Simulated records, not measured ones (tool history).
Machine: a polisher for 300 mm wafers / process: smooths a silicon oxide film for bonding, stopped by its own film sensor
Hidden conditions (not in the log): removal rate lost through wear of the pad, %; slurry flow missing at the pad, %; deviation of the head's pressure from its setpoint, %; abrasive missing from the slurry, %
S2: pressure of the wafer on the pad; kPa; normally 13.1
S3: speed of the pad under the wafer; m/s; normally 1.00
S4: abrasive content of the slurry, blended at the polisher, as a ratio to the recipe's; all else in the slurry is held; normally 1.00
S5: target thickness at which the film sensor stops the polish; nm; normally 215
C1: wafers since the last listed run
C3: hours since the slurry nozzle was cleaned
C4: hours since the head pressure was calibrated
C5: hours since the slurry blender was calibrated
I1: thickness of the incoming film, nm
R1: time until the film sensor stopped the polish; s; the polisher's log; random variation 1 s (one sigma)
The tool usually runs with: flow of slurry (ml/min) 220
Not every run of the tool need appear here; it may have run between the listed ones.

Run 1, day 0.000: usual settings; C1 0; wafers polished on this pad 766; C3 466.4; C4 504.2; C5 281.5; I1 264.3. Result: R1 63.6 s.
At day 0.288: slurry blender recalibrated.
Run 2, day 0.746: usual settings but flow of slurry (ml/min) 195; C1 210; wafers polished on this pad 977; C3 484.3; C4 522.1; C5 11.0; I1 258.6. Result: R1 60.6 s.
At day 1.162: worn pad replaced by a new one.
Run 3, day 1.375: usual settings; C1 147; wafers polished on this pad 67; C3 499.4; C4 537.2; C5 26.1; I1 263.8. Result: R1 60.4 s.
Run 4, day 2.004: usual settings but flow of slurry (ml/min) 200; C1 200; wafers polished on this pad 268; C3 514.5; C4 552.3; C5 41.2; I1 263.0. Result: R1 60.2 s.
Run 5, day 2.433: usual settings but flow of slurry (ml/min) 200; C1 136; wafers polished on this pad 404; C3 524.8; C4 562.6; C5 51.5; I1 255.4. Result: R1 50.3 s.
Run 6, day 2.992: usual settings but flow of slurry (ml/min) 200; C1 177; wafers polished on this pad 582; C3 538.2; C4 576.0; C5 64.9; I1 256.9. Result: R1 52.7 s.
Run 7, day 3.325: usual settings but flow of slurry (ml/min) 250; C1 106; wafers polished on this pad 688; C3 546.2; C4 584.0; C5 72.9; I1 261.0. Result: R1 59.2 s.
Run 8, day 3.646: usual settings but S5 206 nm; C1 102; wafers polished on this pad 790; C3 553.9; C4 591.7; C5 80.6; I1 261.7. Result: R1 75.2 s.
Run 9, day 4.292: usual settings but S5 206 nm; C1 205; wafers polished on this pad 996; C3 569.4; C4 607.2; C5 96.1; I1 259.0. Result: R1 68.4 s.
Run 10, day 4.762: usual settings but S5 206 nm; C1 149; wafers polished on this pad 1146; C3 580.7; C4 618.5; C5 107.4; I1 265.2. Result: R1 79.4 s.
Run 11, day 5.071: usual settings; C1 98; wafers polished on this pad 1244; C3 588.1; C4 625.9; C5 114.8; I1 261.1. Result: R1 65.0 s.
At day 5.508: worn pad replaced by a new one.
Run 12, day 5.775: usual settings; C1 171; wafers polished on this pad 84; C3 605.0; C4 642.8; C5 131.7; I1 260.1. Result: R1 54.4 s.
Run 13, day 6.150: usual settings; C1 119; wafers polished on this pad 204; C3 614.0; C4 651.8; C5 140.7; I1 262.9. Result: R1 57.5 s.
Run 14, day 6.579: usual settings; C1 136; wafers polished on this pad 340; C3 624.3; C4 662.1; C5 151.0; I1 263.9. Result: R1 60.9 s.
Run 15, day 6.900: usual settings but S2 17.2 kPa, S3 1.26 m/s; C1 102; wafers polished on this pad 442; C3 632.0; C4 669.8; C5 158.7; I1 258.7. Result: R1 33.6 s.
Run 16, day 7.546: usual settings but S2 17.2 kPa, S3 1.18 m/s; C1 205; wafers polished on this pad 648; C3 647.5; C4 685.3; C5 174.2; I1 260.3. Result: R1 37.8 s.
Run 17, day 8.296: usual settings but S2 9.7 kPa, S4 0.80, S5 219 nm; C1 238; wafers polished on this pad 887; C3 665.5; C4 703.3; C5 192.2; I1 261.8. Result: R1 80.6 s.
At day 8.450: head pressure recalibrated.
Run 18, day 8.788: usual settings but S2 15.9 kPa, S3 1.30 m/s, S5 228 nm; C1 129; wafers polished on this pad 1017; C3 677.3; C4 8.1; C5 204.0; I1 258.7. Result: R1 27.6 s.
Run 19, day 9.200: usual settings; C1 131; wafers polished on this pad 1148; C3 687.2; C4 18.0; C5 213.9; I1 262.7. Result: R1 64.4 s.
At day 9.562: worn pad replaced by a new one.
Run 20, day 9.800: usual settings but S4 1.25; C1 137; wafers polished on this pad 75; C3 701.6; C4 32.4; C5 228.3; I1 256.1. Result: R1 44.2 s.
At day 9.992: slurry nozzle cleaned.
Run 21, day 10.538: usual settings but S2 8.3 kPa, S5 206 nm; C1 221; wafers polished on this pad 296; C3 13.1; C4 50.1; C5 246.0; I1 264.6. Result: R1 112.7 s.
At day 10.800: slurry blender recalibrated.
Run 22, day 11.225: usual settings; C1 192; wafers polished on this pad 489; C3 29.6; C4 66.6; C5 10.2; I1 261.0. Result: R1 56.5 s.
Run 23, day 11.883: usual settings; C1 209; wafers polished on this pad 698; C3 45.4; C4 82.4; C5 26.0; I1 261.4. Result: R1 60.9 s.
Run 24, day 12.246: usual settings but flow of slurry (ml/min) 260, S3 1.22 m/s; C1 115; wafers polished on this pad 814; C3 54.1; C4 91.1; C5 34.7; I1 257.8. Result: R1 48.0 s.
Run 25, day 12.650: usual settings but flow of slurry (ml/min) 270, S2 9.0 kPa, S4 0.90; C1 128; wafers polished on this pad 942; C3 63.8; C4 100.8; C5 44.4; I1 257.5. Result: R1 83.7 s.
At day 13.688: worn pad replaced by a new one.
Run 26, day 14.379: usual settings; C1 497; wafers polished on this pad 220; C3 105.3; C4 142.3; C5 85.9; I1 254.7. Result: R1 48.6 s.
Run 27, day 14.833: usual settings but flow of slurry (ml/min) 145, S4 1.20, S5 206 nm; C1 144; wafers polished on this pad 365; C3 116.2; C4 153.2; C5 96.8; I1 263.4. Result: R1 68.3 s.
Run 28, day 15.308: usual settings but S3 0.80 m/s, S4 0.75; C1 151; wafers polished on this pad 516; C3 127.6; C4 164.6; C5 108.2; I1 260.5. Result: R1 79.2 s.
Run 29, day 16.021: usual settings but flow of slurry (ml/min) 155, S3 1.20 m/s, S5 210 nm; C1 226; wafers polished on this pad 743; C3 144.7; C4 181.7; C5 125.3; I1 259.8. Result: R1 55.8 s.

Alternative continuations, all from the tool just after run 29; predict every row:
Run A, day 16.038: usual settings; C1 5; wafers polished on this pad 748; C3 145.1; C4 182.1; C5 125.7; I1 263.1. Result: R1 ?.
Run B, day 16.038: usual settings but flow of slurry (ml/min) 285, S2 11.7 kPa; C1 5; wafers polished on this pad 748; C3 145.1; C4 182.1; C5 125.7; I1 263.1. Result: R1 ?.
Run C, day 16.038: usual settings but flow of slurry (ml/min) 190, S2 11.7 kPa, S3 1.24 m/s, S5 220 nm; C1 5; wafers polished on this pad 748; C3 145.1; C4 182.1; C5 125.7; I1 263.1. Result: R1 ?.
Run D, day 16.038: usual settings but S2 10.3 kPa, S3 1.14 m/s, S4 1.25, S5 211 nm; C1 5; wafers polished on this pad 748; C3 145.1; C4 182.1; C5 125.7; I1 263.1. Result: R1 ?.
Run E, day 16.038: usual settings but S2 11.0 kPa; C1 5; wafers polished on this pad 748; C3 145.1; C4 182.1; C5 125.7; I1 263.1. Result: R1 ?.

run    R1
  A  61.9
  B  68.0
  C  52.8
  D  70.1
  E  73.5
Stripped of hidden state, with their random variation kept, the same runs would have yielded:
run    R1
  A  56.5
  B  62.0
  C  48.1
  D  64.0
  E  67.0

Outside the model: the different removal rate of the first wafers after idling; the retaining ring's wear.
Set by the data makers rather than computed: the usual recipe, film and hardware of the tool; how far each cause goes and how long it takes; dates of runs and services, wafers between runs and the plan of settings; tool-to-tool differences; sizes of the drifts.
